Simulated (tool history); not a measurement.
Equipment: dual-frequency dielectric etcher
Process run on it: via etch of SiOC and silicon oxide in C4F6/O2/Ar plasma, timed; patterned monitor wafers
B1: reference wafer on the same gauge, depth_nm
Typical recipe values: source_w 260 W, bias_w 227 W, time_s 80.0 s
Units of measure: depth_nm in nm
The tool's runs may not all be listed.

run 1 hour=0.0 | source_w=260 bias_w=227 time_s=80.0 | B1=93.5 | depth_nm=84.2
run 2 hour=10.0 | source_w=260 bias_w=227 time_s=80.0 | B1=93.5 | depth_nm=84.6
run 3 hour=17.2 | source_w=260 bias_w=227 time_s=80.0 | B1=93.5 | depth_nm=84.7
run 4 hour=23.4 | source_w=260 bias_w=227 time_s=89.5 | B1=93.5 | depth_nm=94.5
run 5 hour=32.0 | source_w=260 bias_w=227 time_s=89.5 | B1=93.5 | depth_nm=94.4
run 6 hour=45.9 | source_w=260 bias_w=227 time_s=89.5 | B1=93.5 | depth_nm=95.0
run 7 hour=56.8 | source_w=220 bias_w=202 time_s=80.0 | B1=93.6 | depth_nm=75.0
run 8 hour=71.1 | source_w=220 bias_w=202 time_s=80.0 | B1=93.5 | depth_nm=75.1
-- hour=91.0 gauge calibrated
-- hour=102.8 upper electrode replaced
run 9 hour=103.3 | source_w=260 bias_w=227 time_s=80.0 | B1=93.5 | depth_nm=84.9
run 10 hour=103.6 | source_w=260 bias_w=227 time_s=80.0 | B1=93.6 | depth_nm=84.6
-- hour=112.0 bias power generator calibrated
-- hour=147.1 wet clean of the chamber
run 11 hour=147.6 | source_w=260 bias_w=227 time_s=80.0 | B1=93.5 | depth_nm=82.8
run 12 hour=148.0 | source_w=260 bias_w=227 time_s=80.0 | B1=93.4 | depth_nm=82.8
run 13 hour=160.7 | source_w=300 bias_w=198 time_s=80.0 | B1=93.4 | depth_nm=81.1
run 14 hour=187.8 | source_w=300 bias_w=193 time_s=80.0 | B1=93.5 | depth_nm=79.8
run 15 hour=195.6 | source_w=260 bias_w=212 time_s=62.0 | B1=93.6 | depth_nm=61.8
run 16 hour=209.9 | source_w=260 bias_w=227 time_s=80.0 | B1=93.5 | depth_nm=82.9
run 17 hour=217.9 | source_w=260 bias_w=227 time_s=80.0 | B1=93.4 | depth_nm=83.4
run 18 hour=228.1 | source_w=260 bias_w=227 time_s=80.0 | B1=93.4 | depth_nm=83.4
run 19 hour=242.0 | source_w=260 bias_w=176 time_s=95.0 | B1=93.5 | depth_nm=85.2
run 20 hour=253.6 | source_w=300 bias_w=189 time_s=93.0 | B1=93.5 | depth_nm=91.3
-- hour=265.3 source power generator calibrated
run 21 hour=270.1 | source_w=240 bias_w=242 time_s=100.0 | B1=93.5 | depth_nm=104.7
-- hour=285.7 gauge calibrated
run 22 hour=286.0 | source_w=260 bias_w=204 time_s=80.0 | B1=93.4 | depth_nm=78.5
run 23 hour=298.4 | source_w=200 bias_w=181 time_s=71.0 | B1=93.3 | depth_nm=59.9
run 24 hour=306.1 | source_w=260 bias_w=227 time_s=89.5 | B1=93.5 | depth_nm=92.7
run 25 hour=320.2 | source_w=260 bias_w=227 time_s=70.0 | B1=93.6 | depth_nm=72.6
run 26 hour=331.0 | source_w=290 bias_w=210 time_s=60.0 | B1=93.6 | depth_nm=61.8
run 27 hour=343.7 | source_w=260 bias_w=227 time_s=80.0 | B1=93.5 | depth_nm=83.1
run 28 hour=352.2 | source_w=230 bias_w=173 time_s=101.0 | B1=93.4 | depth_nm=86.7
run 29 hour=369.7 | source_w=260 bias_w=227 time_s=80.0 | B1=93.5 | depth_nm=84.0

Forecast each of these 5 alternatives for the next run:
run A hour=370.1 | source_w=260 bias_w=227 time_s=80.0 | B1=? | depth_nm=?
run B hour=370.1 | source_w=260 bias_w=277 time_s=95.0 | B1=? | depth_nm=?
run C hour=370.1 | source_w=260 bias_w=197 time_s=72.5 | B1=? | depth_nm=?
run D hour=370.1 | source_w=260 bias_w=227 time_s=62.0 | B1=? | depth_nm=?
run E hour=370.1 | source_w=260 bias_w=261 time_s=63.5 | B1=? | depth_nm=?

run=A B1=93.6 depth_nm=83.5
run=B B1=93.6 depth_nm=109.9
run=C B1=93.6 depth_nm=70.0
run=D B1=93.6 depth_nm=64.7
run=E B1=93.6 depth_nm=71.3
Stripped of hidden state, with their random variation kept, the same runs would have yielded:
run=A depth_nm=82.9
run=B depth_nm=109.2
run=C depth_nm=69.6
run=D depth_nm=64.3
run=E depth_nm=70.8
